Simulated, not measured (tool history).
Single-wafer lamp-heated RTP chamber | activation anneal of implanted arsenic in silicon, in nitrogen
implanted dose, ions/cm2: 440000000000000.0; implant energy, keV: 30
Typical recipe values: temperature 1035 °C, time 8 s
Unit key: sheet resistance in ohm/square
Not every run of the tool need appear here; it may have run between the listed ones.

run    hour  temperature  time  wafers since the last listed run  wafers since the last pyrometer calibration  wafers since the reflector plate was cleaned  hours since the gauge calibration  read-back reference wafer on the same gauge, sheet resistance  sheet resistance
  1       0         1035     7                                 0                                         5700                                          5159                             1205.1                                                         278.91            246.32
       71.7  -- reflector plate cleaned
       74.9  -- pyrometer window cleaned and pyrometer calibrated
         98  -- gauge calibrated
  2   100.4         1035     7                              1173                                          335                                           335                                2.4                                                         272.55            240.77
  3   191.4         1035     8                              1198                                         1533                                          1533                               93.4                                                         272.59            240.23
  4   240.9         1035     5                               652                                         2185                                          2185                              142.9                                                         272.82            242.32
  5   296.4         1035     8                               731                                         2916                                          2916                              198.4                                                         272.84            239.04
  6     364         1020     8                               890                                         3807                                          3807                                266                                                         272.74             241.5
      452.2  -- reflector plate cleaned
  7   468.9         1035     9                              1276                                         5083                                           220                              370.9                                                         273.21            240.21
  8   549.7         1035     9                              1064                                         6147                                          1284                              451.7                                                         273.29            238.74
  9   595.8         1035     9                               607                                         6755                                          1891                              497.8                                                         273.67            239.15
        610  -- pyrometer window cleaned and pyrometer calibrated
 10   684.8         1035    12                              1066                                          985                                          2958                              586.8                                                         274.16            238.94
 11     728         1035    12                               569                                         1554                                          3527                                630                                                         274.08            239.26
 12   819.8         1035    11                              1209                                         2763                                          4737                              721.8                                                         275.12            239.93
 13   888.7         1035    11                               907                                         3670                                          5644                              790.7                                                         275.04            240.84
      908.9  -- reflector plate cleaned
 14   995.3         1035    11                              1298                                         4969                                          1138                              897.3                                                          275.8            242.14
     1034.1  -- pyrometer window cleaned and pyrometer calibrated
 15  1205.1         1013    10                              2658                                         2252                                          3796                             1107.1                                                         277.31            246.14
 16  1292.5         1035     6                              1151                                         3403                                          4947                             1194.5                                                          278.9            245.79
     1314.9  -- reflector plate cleaned
 17  1355.5         1049     8                               724                                         4128                                           535                             1257.5                                                          279.3            243.62

Predict the results of run 18:
 18  1443.8         1035     8                              1163                                         5291                                          1698                             1345.8                                                              ?                 ?

Run 18 came out at read-back reference wafer on the same gauge, sheet resistance 279.78, sheet resistance 246.08 ohm/square.
With the hidden condition absent and the run-to-run variation left alone, this run would have shown sheet resistance 239.01 ohm/square.

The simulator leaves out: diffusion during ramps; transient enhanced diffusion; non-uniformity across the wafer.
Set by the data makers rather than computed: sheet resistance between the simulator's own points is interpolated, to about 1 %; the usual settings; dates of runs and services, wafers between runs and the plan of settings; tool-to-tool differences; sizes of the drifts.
